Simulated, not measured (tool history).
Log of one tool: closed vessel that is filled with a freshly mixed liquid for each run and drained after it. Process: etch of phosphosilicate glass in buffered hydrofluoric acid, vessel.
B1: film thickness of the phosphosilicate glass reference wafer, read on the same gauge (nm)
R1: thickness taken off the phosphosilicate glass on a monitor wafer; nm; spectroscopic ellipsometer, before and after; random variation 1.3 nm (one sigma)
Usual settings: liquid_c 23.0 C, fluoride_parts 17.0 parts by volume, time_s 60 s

Run 1, hour 0.0: usual settings but fluoride_parts 12.5 parts by volume; B1 141.73. Result: R1 379.71 nm.
Run 2, hour 107.9: usual settings; B1 141.88. Result: R1 282.68 nm.
At hour 140.6: hydrofluoric acid flow meter replaced.
Run 3, hour 148.6: usual settings; B1 141.96. Result: R1 283.94 nm.
Run 4, hour 198.3: usual settings but liquid_c 20.5 C, fluoride_parts 12.0 parts by volume; B1 142.09. Result: R1 347.37 nm.
Run 5, hour 244.4: usual settings; B1 142.12. Result: R1 284.27 nm.
Run 6, hour 340.4: usual settings but time_s 80 s; B1 142.32. Result: R1 377.82 nm.
Run 7, hour 416.0: usual settings but time_s 80 s; B1 142.41. Result: R1 376.80 nm.
Run 8, hour 456.4: usual settings but time_s 80 s; B1 142.48. Result: R1 379.40 nm.
Run 9, hour 545.8: usual settings but liquid_c 21.5 C; B1 142.63. Result: R1 260.32 nm.
Run 10, hour 588.8: usual settings but liquid_c 21.5 C; B1 142.72. Result: R1 261.42 nm.
Run 11, hour 640.6: usual settings; B1 142.79. Result: R1 285.77 nm.
Run 12, hour 731.7: usual settings; B1 142.89. Result: R1 283.65 nm.
Run 13, hour 782.7: usual settings but liquid_c 26.0 C; B1 143.05. Result: R1 339.29 nm.
At hour 843.6: thermometer replaced.
Run 14, hour 850.9: usual settings but liquid_c 26.0 C; B1 143.16. Result: R1 335.23 nm.
At hour 864.7: gauge calibrated.
Run 15, hour 947.7: usual settings but liquid_c 26.0 C; B1 140.31. Result: R1 330.05 nm.
Run 16, hour 987.3: usual settings but fluoride_parts 10.5 parts by volume; B1 140.42. Result: R1 451.39 nm.
Run 17, hour 1165.2: usual settings but time_s 50 s; B1 140.74. Result: R1 232.65 nm.
Run 18, hour 1317.1: usual settings; B1 140.96. Result: R1 280.18 nm.
Run 19, hour 1403.5: usual settings but fluoride_parts 10.5 parts by volume, time_s 85 s; B1 141.11. Result: R1 640.99 nm.
Run 20, hour 1495.3: usual settings; B1 141.34. Result: R1 279.20 nm.
Run 21, hour 1603.2: usual settings but fluoride_parts 10.5 parts by volume, time_s 35 s; B1 141.45. Result: R1 265.60 nm.
At hour 1835.2: hydrofluoric acid flow meter replaced.
Run 22, hour 1841.1: usual settings but liquid_c 18.0 C, fluoride_parts 23.5 parts by volume; B1 141.95. Result: R1 162.74 nm.
Run 23, hour 1907.1: usual settings but fluoride_parts 14.5 parts by volume, time_s 35 s; B1 141.98. Result: R1 194.41 nm.
Run 24, hour 1995.5: usual settings but liquid_c 20.5 C, time_s 95 s; B1 142.09. Result: R1 390.50 nm.
Run 25, hour 2076.5: usual settings but liquid_c 20.0 C, fluoride_parts 24.0 parts by volume, time_s 85 s; B1 142.30. Result: R1 255.28 nm.
Run 26, hour 2153.7: usual settings but liquid_c 25.5 C, fluoride_parts 14.5 parts by volume, time_s 30 s; B1 142.45. Result: R1 189.08 nm.
Run 27, hour 2469.9: usual settings but liquid_c 26.5 C, fluoride_parts 21.5 parts by volume; B1 142.89. Result: R1 278.44 nm.
Run 28, hour 2536.4: usual settings but liquid_c 27.5 C, fluoride_parts 19.0 parts by volume, time_s 50 s; B1 143.08. Result: R1 268.42 nm.
At hour 2602.8: gauge calibrated.
Run 29, hour 2627.5: usual settings; B1 140.04. Result: R1 279.83 nm.
At hour 2657.8: thermometer replaced.
Run 30, hour 2682.2: usual settings but liquid_c 24.5 C, fluoride_parts 15.0 parts by volume, time_s 45 s; B1 140.12. Result: R1 256.58 nm.
Run 31, hour 2782.3: usual settings but liquid_c 25.5 C, time_s 85 s; B1 140.26. Result: R1 452.16 nm.
Run 32, hour 2885.5: usual settings but liquid_c 24.5 C; B1 140.44. Result: R1 304.38 nm.

Hidden state or all else? Some run-to-run changes of R1, split into what the settings, what came in and random variation would give without the hidden state, and what is left for the hidden state (with any gauge scatter that isn't in both results):
The hidden state here: liquid colder than its thermometer reads (K); hydrofluoric acid flow below the setpoint (%); gauge reads high (%).
Run 14 -> 15: gauge calibrated. R1 -5.18 nm: hidden state -6.53, all else +1.35.
Run 16 -> 17: fluoride_parts 10.5 -> 17.0, time_s 60 -> 50. R1 -218.74 nm: hidden state -0.20, all else -218.54.
Run 18 -> 19: fluoride_parts 17.0 -> 10.5, time_s 60 -> 85. R1 +360.81 nm: hidden state +3.21, all else +357.60.
Run 19 -> 20: fluoride_parts 10.5 -> 17.0, time_s 85 -> 60. R1 -361.79 nm: hidden state -2.63, all else -359.16.
Run 28 -> 29: liquid_c 27.5 -> 23.0, fluoride_parts 19.0 -> 17.0, time_s 50 -> 60, gauge calibrated. R1 +11.41 nm: hidden state -5.70, all else +17.11.
